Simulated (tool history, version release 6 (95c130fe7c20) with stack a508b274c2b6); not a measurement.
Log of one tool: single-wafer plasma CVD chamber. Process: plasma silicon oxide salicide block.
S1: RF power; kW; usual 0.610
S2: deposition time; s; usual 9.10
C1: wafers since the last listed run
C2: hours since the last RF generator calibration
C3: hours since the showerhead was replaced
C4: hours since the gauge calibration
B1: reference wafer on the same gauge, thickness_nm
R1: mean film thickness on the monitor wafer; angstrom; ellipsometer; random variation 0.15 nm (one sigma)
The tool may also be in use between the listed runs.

run   hour     S1    S2   C1      C2      C3     C4       B1       R1
  1    0.0  0.610  9.10    0  1294.8  4687.3   77.8  113.972  1011.03
  2   16.3  0.610  9.10  240  1311.1  4703.6   94.1  113.977  1013.60
  3   32.9  0.610  7.66  244  1327.7  4720.2  110.7  114.055   853.68
  4   39.2  0.525  9.63   92  1334.0  4726.5  117.0  113.974  1015.14
  5   48.8  0.525  9.63  141  1343.6  4736.1  126.6  113.960  1011.92
      56.8  -- showerhead replaced
      58.5  -- gauge calibrated
      64.2  -- RF generator calibrated
  6   64.7  0.525  9.63    8     0.5     7.9    6.2  114.035  1014.81
  7   73.7  0.610  9.10  132     9.5    16.9   15.2  114.004  1011.14
  8   90.4  0.560  9.83  245    26.2    33.6   31.9  113.987  1061.11
  9  106.9  0.610  9.10  243    42.7    50.1   48.4  113.985  1010.97
 10  124.7  0.685  7.76  262    60.5    67.9   66.2  114.022   899.22
 11  130.9  0.610  9.93   91    66.7    74.1   72.4  113.968  1105.90
 12  139.0  0.525  9.95  119    74.8    82.2   80.5  113.971  1047.67
 13  156.1  0.610  8.55  251    91.9    99.3   97.6  114.026   951.14
 14  162.4  0.670  9.10   92    98.2   105.6  103.9  113.961  1048.61

Forecast each of these 4 alternatives for the next run:
  A  162.8  0.610   9.10   5  98.6  106.0  104.3   ?   ?
  B  162.8  0.540   8.64   5  98.6  106.0  104.3   ?   ?
  C  162.8  0.545  10.13   5  98.6  106.0  104.3   ?   ?
  D  162.8  0.670   9.92   5  98.6  106.0  104.3   ?   ?

run       B1       R1
  A  113.940  1011.52
  B  113.940   919.81
  C  113.940  1082.00
  D  113.940  1139.23
Without the tool's hidden state the same runs would have given:
run       R1
  A  1011.52
  B   919.81
  C  1082.00
  D  1139.23

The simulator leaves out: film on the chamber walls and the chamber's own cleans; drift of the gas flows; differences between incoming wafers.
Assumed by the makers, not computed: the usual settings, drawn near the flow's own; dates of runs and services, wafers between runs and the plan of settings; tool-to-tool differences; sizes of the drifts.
